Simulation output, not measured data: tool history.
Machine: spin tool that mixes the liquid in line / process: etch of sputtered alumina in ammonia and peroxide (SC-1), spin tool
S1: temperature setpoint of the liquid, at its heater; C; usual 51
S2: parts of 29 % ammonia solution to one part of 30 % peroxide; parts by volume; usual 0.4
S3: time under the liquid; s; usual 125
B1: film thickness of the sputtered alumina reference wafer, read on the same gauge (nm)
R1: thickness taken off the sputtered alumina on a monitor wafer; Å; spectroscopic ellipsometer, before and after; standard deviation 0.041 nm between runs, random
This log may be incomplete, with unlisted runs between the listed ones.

run	hour	S1	S2	S3	B1	R1
1	0	51	0.4	125	129.99	51.6
2	13.1	51	0.4	125	129.99	51.7
3	28.8	51	0.4	125	129.99	51.3
4	60.7	51	0.4	125	130.01	50.9
5	155.3	51	0.4	125	129.98	51.1
6	168.4	51	0.4	125	129.99	51.3
7	183.9	51	0.4	125	130	51.4
# hour 214.5: gauge calibrated
8	217.3	51	0.4	125	130	50.9
9	243.1	51	0.4	125	129.98	50.7
10	257	51	0.4	125	130.01	50.5
# hour 262.8: new drum of ammonia solution connected
11	277	51	0.4	125	130	50.6
12	307.6	51	0.3	170	130.02	67.3
# hour 348.8: heated supply line repaired
13	403.5	51	0.4	125	129.98	54.6
# hour 414.3: thermometer replaced
14	432.5	51	0.55	125	130	55.8
15	466.1	47	0.25	125	130.02	41.9
16	482.8	51	0.4	125	129.99	54.5
17	506.1	51	0.4	125	130.01	54
18	525.4	47	0.2	90	130	29.4
# hour 528.5: ammonia flow meter replaced
19	548.6	51	0.5	125	130.02	55
20	569.4	44.5	0.3	55	130	16.2
21	592.2	42.5	0.3	160	130	41.7
22	615.2	46.5	0.35	80	130.01	26.1
23	707.9	41	0.4	125	129.99	30.9
24	721.5	55.5	0.3	125	130	66.7
25	734.3	51	0.3	55	130.02	23.2
26	763	57	0.25	190	130.01	108.1

3 ways to go on from here, each from the tool as it stands after run 26. What would each give?
A	763.5	56.5	0.4	125	?	?
B	763.5	51	0.55	150	?	?
C	763.5	51	0.4	155	?	?

run	B1	R1
A	130	71
B	130	65.4
C	130	65.5
What these runs would have given with no unlogged condition in the tool:
run	R1
A	72.3
B	66.6
C	66.8

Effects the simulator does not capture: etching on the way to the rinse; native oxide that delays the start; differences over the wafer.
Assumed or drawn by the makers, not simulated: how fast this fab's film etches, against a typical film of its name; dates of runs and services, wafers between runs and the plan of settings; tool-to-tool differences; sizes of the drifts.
